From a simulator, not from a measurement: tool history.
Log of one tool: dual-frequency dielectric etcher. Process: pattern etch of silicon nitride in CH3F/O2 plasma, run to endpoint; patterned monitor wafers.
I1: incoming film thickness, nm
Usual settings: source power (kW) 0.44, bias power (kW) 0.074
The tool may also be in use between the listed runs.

{"run": 1, "hour": 0.0, "source power (kW)": 0.38, "bias power (kW)": 0.074, "I1": 53.8, "endpoint time (s)": 62.6}
{"run": 2, "hour": 20.6, "source power (kW)": 0.36, "bias power (kW)": 0.074, "I1": 53.9, "endpoint time (s)": 63.1}
{"run": 3, "hour": 51.3, "source power (kW)": 0.44, "bias power (kW)": 0.074, "I1": 53.8, "endpoint time (s)": 60.6}
{"run": 4, "hour": 84.6, "source power (kW)": 0.44, "bias power (kW)": 0.074, "I1": 53.7, "endpoint time (s)": 61}
{"run": 5, "hour": 115.6, "source power (kW)": 0.44, "bias power (kW)": 0.074, "I1": 53.4, "endpoint time (s)": 60.7}
{"hour": 127.3, "done": "source power generator calibrated"}
{"run": 6, "hour": 147.1, "source power (kW)": 0.44, "bias power (kW)": 0.074, "I1": 53.4, "endpoint time (s)": 60.5}
{"run": 7, "hour": 166.5, "source power (kW)": 0.44, "bias power (kW)": 0.074, "I1": 53.8, "endpoint time (s)": 61.5}
{"run": 8, "hour": 198.7, "source power (kW)": 0.44, "bias power (kW)": 0.062, "I1": 53.1, "endpoint time (s)": 64.6}
{"hour": 244.0, "done": "wet clean of the chamber"}
{"run": 9, "hour": 244.5, "source power (kW)": 0.44, "bias power (kW)": 0.062, "I1": 53.1, "endpoint time (s)": 60.5}
{"run": 10, "hour": 244.9, "source power (kW)": 0.44, "bias power (kW)": 0.068, "I1": 53.6, "endpoint time (s)": 59.3}
{"run": 11, "hour": 262.3, "source power (kW)": 0.44, "bias power (kW)": 0.068, "I1": 53.5, "endpoint time (s)": 59}
{"run": 12, "hour": 289.9, "source power (kW)": 0.33, "bias power (kW)": 0.074, "I1": 54, "endpoint time (s)": 63.3}
{"run": 13, "hour": 303.1, "source power (kW)": 0.54, "bias power (kW)": 0.088, "I1": 53.7, "endpoint time (s)": 52.8}
{"hour": 328.3, "done": "bias power generator calibrated"}
{"run": 14, "hour": 336.5, "source power (kW)": 0.54, "bias power (kW)": 0.068, "I1": 53.5, "endpoint time (s)": 57}
{"hour": 407.1, "done": "upper electrode replaced"}
{"run": 15, "hour": 421.4, "source power (kW)": 0.5, "bias power (kW)": 0.074, "I1": 53.4, "endpoint time (s)": 57.3}
{"run": 16, "hour": 445.2, "source power (kW)": 0.54, "bias power (kW)": 0.09, "I1": 53.6, "endpoint time (s)": 53.2}
{"run": 17, "hour": 477.1, "source power (kW)": 0.44, "bias power (kW)": 0.074, "I1": 52.9, "endpoint time (s)": 59.1}
{"run": 18, "hour": 492.3, "source power (kW)": 0.34, "bias power (kW)": 0.089, "I1": 53.9, "endpoint time (s)": 60.7}
{"run": 19, "hour": 515.6, "source power (kW)": 0.51, "bias power (kW)": 0.074, "I1": 53.5, "endpoint time (s)": 57.7}
{"run": 20, "hour": 527.8, "source power (kW)": 0.44, "bias power (kW)": 0.074, "I1": 53.5, "endpoint time (s)": 60.1}
{"run": 21, "hour": 543.4, "source power (kW)": 0.44, "bias power (kW)": 0.074, "I1": 53.7, "endpoint time (s)": 59.5}
{"run": 22, "hour": 578.0, "source power (kW)": 0.48, "bias power (kW)": 0.065, "I1": 53.5, "endpoint time (s)": 61.4}
{"hour": 615.2, "done": "wet clean of the chamber"}
{"run": 23, "hour": 615.7, "source power (kW)": 0.44, "bias power (kW)": 0.058, "I1": 53.2, "endpoint time (s)": 63.1}
{"run": 24, "hour": 627.7, "source power (kW)": 0.44, "bias power (kW)": 0.074, "I1": 53.5, "endpoint time (s)": 58.8}

Run 25 comes next. What will it give?
{"run": 25, "hour": 643.2, "source power (kW)": 0.44, "bias power (kW)": 0.074, "I1": 53.3, "endpoint time (s)": "?"}

endpoint time (s): 59.8
Without the tool's hidden state the same run would have given endpoint time (s) 59.1.

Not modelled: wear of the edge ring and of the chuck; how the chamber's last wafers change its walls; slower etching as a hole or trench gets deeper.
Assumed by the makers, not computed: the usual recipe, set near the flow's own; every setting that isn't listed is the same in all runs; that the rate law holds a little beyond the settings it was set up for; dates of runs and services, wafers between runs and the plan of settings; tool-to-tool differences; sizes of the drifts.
